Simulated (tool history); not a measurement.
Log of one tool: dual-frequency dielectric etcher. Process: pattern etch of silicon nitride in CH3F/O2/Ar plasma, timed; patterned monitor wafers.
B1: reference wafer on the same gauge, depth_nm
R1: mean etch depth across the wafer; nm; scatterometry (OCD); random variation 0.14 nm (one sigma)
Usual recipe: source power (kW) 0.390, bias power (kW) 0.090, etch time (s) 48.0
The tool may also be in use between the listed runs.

Run 1, hour 0.0: usual settings; B1 33.98. Result: R1 35.85 nm.
Run 2, hour 97.7: usual settings; B1 34.00. Result: R1 35.74 nm.
At hour 128.7: wet clean of the chamber.
Run 3, hour 162.7: usual settings; B1 34.01. Result: R1 35.66 nm.
Run 4, hour 216.1: usual settings; B1 33.97. Result: R1 35.75 nm.
At hour 265.6: gauge calibrated.
Run 5, hour 304.0: usual settings; B1 34.02. Result: R1 35.57 nm.
Run 6, hour 376.5: usual settings; B1 34.00. Result: R1 35.83 nm.
At hour 455.3: wet clean of the chamber.
Run 7, hour 455.8: usual settings; B1 33.94. Result: R1 35.83 nm.
Run 8, hour 512.7: usual settings; B1 34.04. Result: R1 35.68 nm.
Run 9, hour 559.5: usual settings; B1 34.01. Result: R1 35.71 nm.
Run 10, hour 613.3: usual settings; B1 33.99. Result: R1 35.75 nm.
Run 11, hour 695.6: usual settings but bias power (kW) 0.084; B1 33.99. Result: R1 34.85 nm.
At hour 767.2: upper electrode replaced.
At hour 774.2: bias power generator calibrated.
Run 12, hour 815.8: usual settings but bias power (kW) 0.084; B1 33.97. Result: R1 34.04 nm.
At hour 858.9: wet clean of the chamber.
Run 13, hour 919.3: usual settings; B1 33.98. Result: R1 34.74 nm.
Run 14, hour 956.2: usual settings but source power (kW) 0.440, bias power (kW) 0.102, etch time (s) 36.0; B1 34.00. Result: R1 29.22 nm.
Run 15, hour 1005.1: usual settings but source power (kW) 0.350; B1 34.02. Result: R1 33.48 nm.
Run 16, hour 1049.6: usual settings but source power (kW) 0.460, bias power (kW) 0.080, etch time (s) 62.0; B1 34.03. Result: R1 46.64 nm.
Run 17, hour 1129.6: usual settings but source power (kW) 0.440, bias power (kW) 0.102, etch time (s) 36.0; B1 33.99. Result: R1 29.29 nm.
Run 18, hour 1225.5: usual settings but source power (kW) 0.320, bias power (kW) 0.100, etch time (s) 37.0; B1 34.06. Result: R1 25.84 nm.
At hour 1273.4: wet clean of the chamber.
Run 19, hour 1305.7: usual settings but bias power (kW) 0.102, etch time (s) 59.0; B1 34.00. Result: R1 45.39 nm.
Run 20, hour 1354.2: usual settings but source power (kW) 0.480; B1 34.00. Result: R1 38.65 nm.
At hour 1361.4: source power generator calibrated.
At hour 1370.1: gauge calibrated.
Run 21, hour 1390.8: usual settings but bias power (kW) 0.096; B1 33.97. Result: R1 35.95 nm.
Run 22, hour 1474.5: usual settings; B1 33.95. Result: R1 35.47 nm.
Run 23, hour 1578.0: usual settings; B1 34.01. Result: R1 35.26 nm.
At hour 1654.8: wet clean of the chamber.
Run 24, hour 1668.1: usual settings but source power (kW) 0.430, bias power (kW) 0.083, etch time (s) 40.0; B1 34.03. Result: R1 29.90 nm.
Run 25, hour 1760.0: usual settings but source power (kW) 0.480, bias power (kW) 0.110, etch time (s) 53.5; B1 34.03. Result: R1 46.79 nm.

Each row is a separate what-if for the run after 25, all from the same tool condition, not one after another. Results?
Run A, hour 1760.4: usual settings; B1 ?. Result: R1 ?.
Run B, hour 1760.4: usual settings but source power (kW) 0.300, bias power (kW) 0.102, etch time (s) 34.5; B1 ?. Result: R1 ?.
Run C, hour 1760.4: usual settings but etch time (s) 56.5; B1 ?. Result: R1 ?.

run     B1     R1
  A  34.01  35.53
  B  34.01  23.67
  C  34.01  41.82
With no hidden state in the tool, these same runs would have given:
run     R1
  A  35.30
  B  23.51
  C  41.55
